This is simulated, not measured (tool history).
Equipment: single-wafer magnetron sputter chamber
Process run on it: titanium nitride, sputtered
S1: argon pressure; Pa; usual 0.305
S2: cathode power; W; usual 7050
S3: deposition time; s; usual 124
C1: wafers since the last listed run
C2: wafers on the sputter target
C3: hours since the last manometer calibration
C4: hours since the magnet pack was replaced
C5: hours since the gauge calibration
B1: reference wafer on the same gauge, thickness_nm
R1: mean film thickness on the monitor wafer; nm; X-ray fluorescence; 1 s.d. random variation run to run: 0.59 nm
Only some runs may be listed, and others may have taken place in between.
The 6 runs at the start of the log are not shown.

run     day     S1    S2   S3   C1    C2      C3      C4      C5       B1       R1
  7  17.292  0.305  7050  110  425  4575   363.8  3684.8  2872.0  130.947  141.869
  8  21.750  0.305  7050  124  976  5552   470.8  3791.8  2979.0  130.989  160.200
  9  25.804  0.305  7050  124  888  6440   568.1  3889.1  3076.3  130.884  161.835
     26.662  -- sputter target and shields replaced
 10  29.088  0.305  7050  124  646   531   646.9  3967.9  3155.1  130.928  161.303
 11  32.138  0.305  7050  124  668  1199   720.1  4041.1  3228.3  130.885  161.221
 12  34.017  0.305  7050  124  411  1611   765.2  4086.2  3273.4  130.791  161.690
     36.850  -- gauge calibrated
 13  37.888  0.228  7050  124  848  2459   858.1  4179.1    24.9  131.004  167.021
 14  40.392  0.228  7050  124  548  3007   918.2  4239.2    85.0  130.922  166.809
 15  42.579  0.305  7050  124  479  3487   970.7  4291.7   137.5  130.863  160.360
 16  47.025  0.184  8800  107  974  4461  1077.4  4398.4   244.2  130.889  182.411
 17  50.425  0.267  7050  124  744  5205  1159.0  4480.0   325.8  131.014  164.065
 18  51.992  0.305  7050  124  343  5549  1196.6  4517.6   363.4  130.922  161.120
     53.475  -- capacitance manometer re-zeroed and calibrated
     54.050  -- magnet pack replaced
 19  56.338  0.375  5750  114  806  6355    68.7    54.9   467.7  131.173  118.640
     57.962  -- sputter target and shields replaced
 20  59.742  0.305  7050  142  672   389   150.4   136.6   549.4  130.983  187.738

What does the tool deliver on the next run?
 21  63.558  0.414  7500  106  836  1225  242.0  228.2  641.0   ?   ?

B1: 130.908
R1: 142.995 nm
If the tool had no hidden condition, the same run with the same run-to-run variation would have returned R1 137.739 nm.

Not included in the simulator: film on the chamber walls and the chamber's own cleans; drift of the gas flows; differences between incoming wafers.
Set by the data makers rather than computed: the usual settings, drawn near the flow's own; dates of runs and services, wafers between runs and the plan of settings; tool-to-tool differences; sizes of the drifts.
